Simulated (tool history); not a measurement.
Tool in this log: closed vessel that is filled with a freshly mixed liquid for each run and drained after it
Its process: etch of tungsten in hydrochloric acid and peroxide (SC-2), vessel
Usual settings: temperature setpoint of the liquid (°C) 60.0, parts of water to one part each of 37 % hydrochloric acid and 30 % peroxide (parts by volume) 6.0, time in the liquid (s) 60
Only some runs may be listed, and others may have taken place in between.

| run | hour | temperature setpoint of the liquid (°C) | parts of water to one part each of 37 % hydrochloric acid and 30 % peroxide (parts by volume) | time in the liquid (s) | read-back film thickness of the tungsten reference wafer, read on the same gauge (nm) | thickness taken off the tungsten on a monitor wafer (angstrom) |
|---|---|---|---|---|---|---|
| 1 | 0.0 | 60.0 | 7.0 | 60 | 80.00 | 502.5 |
| 2 | 11.0 | 60.0 | 6.0 | 60 | 80.04 | 566.3 |
| 3 | 45.3 | 60.0 | 6.0 | 60 | 80.00 | 568.3 |
| 4 | 60.3 | 60.0 | 6.0 | 60 | 80.00 | 565.7 |
| 5 | 75.2 | 60.0 | 6.0 | 60 | 79.99 | 559.5 |
| 6 | 120.2 | 60.0 | 6.0 | 60 | 80.00 | 569.4 |
| 7 | 129.2 | 60.0 | 6.0 | 60 | 80.03 | 561.9 |
|  | 129.6 | gauge calibrated |
| 8 | 135.5 | 60.0 | 7.0 | 50 | 80.04 | 420.9 |
| 9 | 150.4 | 60.0 | 7.0 | 50 | 79.99 | 415.3 |
| 10 | 161.8 | 60.0 | 6.0 | 60 | 80.00 | 568.5 |
| 11 | 168.4 | 60.0 | 6.0 | 60 | 80.03 | 562.5 |
| 12 | 181.3 | 60.0 | 6.0 | 60 | 79.98 | 566.2 |
|  | 183.4 | chemicals flow meter replaced |
| 13 | 189.2 | 60.0 | 6.0 | 60 | 80.04 | 562.7 |
| 14 | 202.8 | 63.5 | 4.0 | 40 | 79.98 | 623.4 |
| 15 | 220.5 | 66.0 | 4.0 | 45 | 80.04 | 822.1 |
| 16 | 232.3 | 67.0 | 8.0 | 30 | 79.99 | 348.3 |
| 17 | 247.1 | 60.0 | 6.0 | 30 | 80.01 | 281.6 |
|  | 253.4 | thermometer replaced |
| 18 | 259.8 | 69.0 | 6.0 | 70 | 79.99 | 1139.8 |
| 19 | 270.9 | 60.0 | 7.0 | 50 | 80.00 | 418.0 |
|  | 277.7 | new drum of peroxide connected |
| 20 | 278.8 | 60.0 | 4.0 | 85 | 79.98 | 1071.2 |
| 21 | 288.2 | 63.0 | 6.0 | 85 | 80.00 | 957.0 |
| 22 | 304.9 | 53.0 | 8.5 | 30 | 80.01 | 137.8 |
| 23 | 320.9 | 69.5 | 8.5 | 30 | 80.04 | 387.6 |
| 24 | 332.0 | 53.5 | 4.5 | 80 | 80.00 | 614.2 |
| 25 | 340.3 | 63.5 | 7.0 | 45 | 80.00 | 470.1 |
| 26 | 351.1 | 60.0 | 6.0 | 60 | 80.00 | 567.7 |
| 27 | 359.3 | 60.0 | 6.0 | 60 | 80.00 | 566.1 |
| 28 | 368.6 | 51.5 | 8.5 | 35 | 80.01 | 145.5 |
| 29 | 389.8 | 52.0 | 4.0 | 60 | 79.99 | 448.7 |

State the hidden condition of the tool at each of the runs:
liquid colder than its thermometer reads (K): 0 on each run
chemicals flow above the setpoint (%): 0 on each run
peroxide weaker than its label (%): 0 on each run
gauge reads high (%): 0 on each run

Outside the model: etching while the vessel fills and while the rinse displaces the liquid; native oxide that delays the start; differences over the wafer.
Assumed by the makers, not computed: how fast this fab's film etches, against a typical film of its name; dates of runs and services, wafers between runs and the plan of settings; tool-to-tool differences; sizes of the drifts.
